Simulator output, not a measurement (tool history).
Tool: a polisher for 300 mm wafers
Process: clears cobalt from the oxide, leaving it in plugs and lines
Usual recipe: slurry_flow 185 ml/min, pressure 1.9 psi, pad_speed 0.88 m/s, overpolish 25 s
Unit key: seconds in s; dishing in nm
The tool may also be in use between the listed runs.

run	hour	slurry_flow	pressure	pad_speed	overpolish	wafers since the last listed run	wafers polished on this pad	hours since the slurry nozzle was cleaned	hours since the head pressure was calibrated	incoming thickness of the incoming film, nm	seconds	dishing
1	0	185	1.9	0.88	25	0	4120	299.8	811.8	179.5	40	53.1
2	57	185	1.7	0.88	25	717	4837	356.8	868.8	183.3	46.3	51.8
3	97	185	1.7	0.88	25	503	5341	396.8	908.8	180.1	46	51.4
# hour 140: worn pad replaced by a new one
4	140.5	185	1.9	0.88	25	497	6	440.3	952.3	182.2	42.6	51.6
5	181.9	185	2.4	0.88	25	521	527	481.7	993.7	177.7	33.2	56
6	211.1	185	2.4	0.88	25	367	895	510.9	1022.9	178.1	33.4	56
# hour 215.9: slurry nozzle cleaned
7	241.4	185	2.4	0.88	25	368	1264	25.5	1053.2	176.2	30.3	58
8	298.2	185	1.9	0.88	25	714	1979	82.3	1110	181.8	41.2	53.1
# hour 342.3: head pressure recalibrated
9	356.4	185	1.9	0.88	25	707	2686	140.5	14.1	175.7	39.6	54.3
10	417.2	185	1.9	0.88	25	765	3451	201.3	74.9	178.2	40.8	53.6
11	480.7	185	1.9	0.88	25	799	4251	264.8	138.4	180.3	40.4	55.3
12	509	185	1.7	1	25	356	4607	293.1	166.7	180.3	38.1	54.7
13	542.1	210	2.2	1.12	25	416	5024	326.2	199.8	178.6	26.9	59.3
14	570.6	185	2.1	0.7	14	358	5382	354.7	228.3	176.2	45.4	37.4
15	607.9	185	1.9	0.88	25	469	5852	392	265.6	178.2	40.5	53.7
# hour 720.3: worn pad replaced by a new one
16	788.4	185	2.6	0.88	25	2221	857	572.5	446.1	179.3	32	58.5
# hour 804.4: slurry nozzle cleaned
17	819.1	185	2.2	0.88	15	373	1231	14.7	476.8	179.2	33.8	47.4
18	887.2	185	1.9	0.88	25	857	2088	82.8	544.9	179.4	41.5	53.6
19	922.6	240	1.4	0.88	14	445	2533	118.2	580.3	177.2	51.8	34.6
20	957.6	185	1.7	1	25	440	2974	153.2	615.3	180.3	38.2	55.7
21	1029.8	185	1.9	0.88	19	908	3883	225.4	687.5	178	39.8	48.1
22	1097.6	185	1.9	0.88	25	853	4736	293.2	755.3	181.5	41.8	53.5
23	1164.9	245	1.5	0.88	25	847	5583	360.5	822.6	177.2	48.8	50
24	1217.1	185	1.9	0.88	25	657	6240	412.7	874.8	179.5	40.9	53.8
# hour 1241: worn pad replaced by a new one
25	1248.7	185	1.9	0.88	25	347	97	444.3	906.4	180.3	41.5	52.7
26	1293.2	205	1.5	0.96	29	560	657	488.8	950.9	183.1	48.5	53.8
# hour 1380.1: slurry nozzle cleaned
# hour 1432.5: head pressure recalibrated
27	1484.2	140	1.2	0.66	40	2366	3023	104.1	51.7	177.3	87.8	47.8
28	1518.1	235	1.9	1.08	25	426	3450	138	85.6	181.4	32.3	56.7
29	1576.8	185	2.3	0.88	25	738	4189	196.7	144.3	182.4	33.9	55.2
30	1638.2	185	1.9	0.88	25	772	4962	258.1	205.7	180.5	39.4	53.2
31	1697.5	210	1.9	0.7	10	746	5708	317.4	265	180.1	48.4	28.2
32	1738.8	185	2.3	0.7	16	519	6228	358.7	306.3	181.4	42.5	41
# hour 1767.6: worn pad replaced by a new one
33	1810.8	185	1.9	0.88	25	855	543	430.7	378.3	179.3	43.5	51.3
34	1861.3	185	1.3	0.88	32	635	1178	481.2	428.8	176.5	58.8	51.7
# hour 1899.6: slurry nozzle cleaned
35	1930.8	125	1.9	0.88	25	862	2041	31.2	498.3	179.1	41.7	53.8

Same runs, no hidden state in the tool, same run-to-run variation:
The tool's hidden condition here consists of: removal rate lost through wear of the pad, %; slurry flow missing at the pad, %; deviation of the head's pressure from its setpoint, %.
run	seconds	dishing
1	39.1	53.5
2	44.9	52.4
3	44.2	52.2
4	40.4	52.5
5	31.1	57
6	31	57.2
7	30.3	58
8	41.1	53.1
9	39.4	54.4
10	40.4	53.8
11	39.9	55.5
12	37.4	55.1
13	26.4	59.6
14	44.2	38.1
15	39.2	54.4
16	29.1	59.9
17	33.8	47.4
18	41.4	53.7
19	51.7	34.6
20	38.1	55.8
21	39.4	48.4
22	41	53.8
23	47.8	50.5
24	39.3	54.5
25	39.6	53.6
26	46	54.8
27	87.1	48
28	32.1	56.8
29	33.5	55.4
30	38.7	53.5
31	47.3	28.7
32	41.1	41.8
33	41.4	52.3
34	55.1	53.2
35	41.5	53.8

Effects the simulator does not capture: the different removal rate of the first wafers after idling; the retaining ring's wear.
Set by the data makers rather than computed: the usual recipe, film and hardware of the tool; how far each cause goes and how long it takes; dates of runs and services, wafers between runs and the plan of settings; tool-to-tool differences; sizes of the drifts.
